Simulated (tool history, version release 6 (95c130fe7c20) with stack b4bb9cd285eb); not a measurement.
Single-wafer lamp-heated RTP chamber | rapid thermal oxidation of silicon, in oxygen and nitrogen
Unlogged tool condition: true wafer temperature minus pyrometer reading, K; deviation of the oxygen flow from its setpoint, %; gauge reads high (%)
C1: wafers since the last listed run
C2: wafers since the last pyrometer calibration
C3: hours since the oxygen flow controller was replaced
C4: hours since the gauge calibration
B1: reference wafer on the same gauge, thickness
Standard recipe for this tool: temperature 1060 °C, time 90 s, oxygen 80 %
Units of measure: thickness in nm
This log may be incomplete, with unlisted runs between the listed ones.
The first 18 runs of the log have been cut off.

run 19 hour=852.1 | temperature=1060 time=90 oxygen=80 | C1=179 C2=516 C3=4536.8 C4=1564.3 | B1=12.097 | thickness=10.668
run 20 hour=887.0 | temperature=1060 time=90 oxygen=80 | C1=201 C2=718 C3=4571.7 C4=1599.2 | B1=12.105 | thickness=10.699
run 21 hour=924.3 | temperature=1073 time=57 oxygen=80 | C1=215 C2=933 C3=4609.0 C4=1636.5 | B1=12.103 | thickness=9.464
-- hour=964.5 oxygen flow controller replaced
run 22 hour=983.1 | temperature=1047 time=117 oxygen=98 | C1=293 C2=1226 C3=18.6 C4=1695.3 | B1=12.095 | thickness=11.863
run 23 hour=1052.5 | temperature=1078 time=66 oxygen=91 | C1=400 C2=1627 C3=88.0 C4=1764.7 | B1=12.099 | thickness=10.997
run 24 hour=1088.2 | temperature=1060 time=90 oxygen=98 | C1=206 C2=1833 C3=123.7 C4=1800.4 | B1=12.099 | thickness=11.539
run 25 hour=1161.5 | temperature=1060 time=90 oxygen=80 | C1=423 C2=2256 C3=197.0 C4=1873.7 | B1=12.109 | thickness=10.732
run 26 hour=1217.9 | temperature=1060 time=90 oxygen=90 | C1=325 C2=2581 C3=253.4 C4=1930.1 | B1=12.101 | thickness=11.289
run 27 hour=1250.4 | temperature=1035 time=112 oxygen=89 | C1=187 C2=2769 C3=285.9 C4=1962.6 | B1=12.095 | thickness=10.463
run 28 hour=1319.9 | temperature=1090 time=102 oxygen=96 | C1=401 C2=3170 C3=355.4 C4=2032.1 | B1=12.105 | thickness=14.857
run 29 hour=1365.6 | temperature=1049 time=131 oxygen=58 | C1=263 C2=3434 C3=401.1 C4=2077.8 | B1=12.094 | thickness=10.728
run 30 hour=1430.9 | temperature=1082 time=56 oxygen=62 | C1=376 C2=3811 C3=466.4 C4=2143.1 | B1=12.096 | thickness=9.298
run 31 hour=1458.4 | temperature=1060 time=90 oxygen=55 | C1=158 C2=3969 C3=493.9 C4=2170.6 | B1=12.102 | thickness=9.631
-- hour=1535.1 gauge calibrated
-- hour=1542.7 pyrometer window cleaned and pyrometer calibrated
run 32 hour=1628.8 | temperature=1060 time=90 oxygen=90 | C1=937 C2=496 C3=664.3 C4=93.7 | B1=12.099 | thickness=11.120
run 33 hour=1824.2 | temperature=1084 time=68 oxygen=67 | C1=1127 C2=1624 C3=859.7 C4=289.1 | B1=12.112 | thickness=10.399
run 34 hour=1978.9 | temperature=1082 time=90 oxygen=98 | C1=892 C2=2517 C3=1014.4 C4=443.8 | B1=12.089 | thickness=13.509
run 35 hour=2017.8 | temperature=1050 time=53 oxygen=97 | C1=224 C2=2741 C3=1053.3 C4=482.7 | B1=12.097 | thickness=8.527
run 36 hour=2045.3 | temperature=1078 time=90 oxygen=51 | C1=158 C2=2900 C3=1080.8 C4=510.2 | B1=12.094 | thickness=10.412
run 37 hour=2083.2 | temperature=1060 time=90 oxygen=98 | C1=218 C2=3119 C3=1118.7 C4=548.1 | B1=12.101 | thickness=11.685
run 38 hour=2144.8 | temperature=1060 time=90 oxygen=88 | C1=355 C2=3474 C3=1180.3 C4=609.7 | B1=12.099 | thickness=11.258

4 ways to go on from here, each from the tool as it stands after run 38. What would each give?
run A hour=2145.3 | temperature=1060 time=90 oxygen=80 | C1=2 C2=3477 C3=1180.8 C4=610.2 | B1=? | thickness=?
run B hour=2145.3 | temperature=1073 time=52 oxygen=98 | C1=2 C2=3477 C3=1180.8 C4=610.2 | B1=? | thickness=?
run C hour=2145.3 | temperature=1060 time=90 oxygen=94 | C1=2 C2=3477 C3=1180.8 C4=610.2 | B1=? | thickness=?
run D hour=2145.3 | temperature=1039 time=131 oxygen=55 | C1=2 C2=3477 C3=1180.8 C4=610.2 | B1=? | thickness=?

run=A B1=12.108 thickness=10.938
run=B B1=12.108 thickness=10.018
run=C B1=12.108 thickness=11.596
run=D B1=12.108 thickness=9.827
With the hidden condition removed and each run's random variation left untouched, the same runs would have given:
run=A thickness=10.623
run=B thickness=9.737
run=C thickness=11.261
run=D thickness=9.535

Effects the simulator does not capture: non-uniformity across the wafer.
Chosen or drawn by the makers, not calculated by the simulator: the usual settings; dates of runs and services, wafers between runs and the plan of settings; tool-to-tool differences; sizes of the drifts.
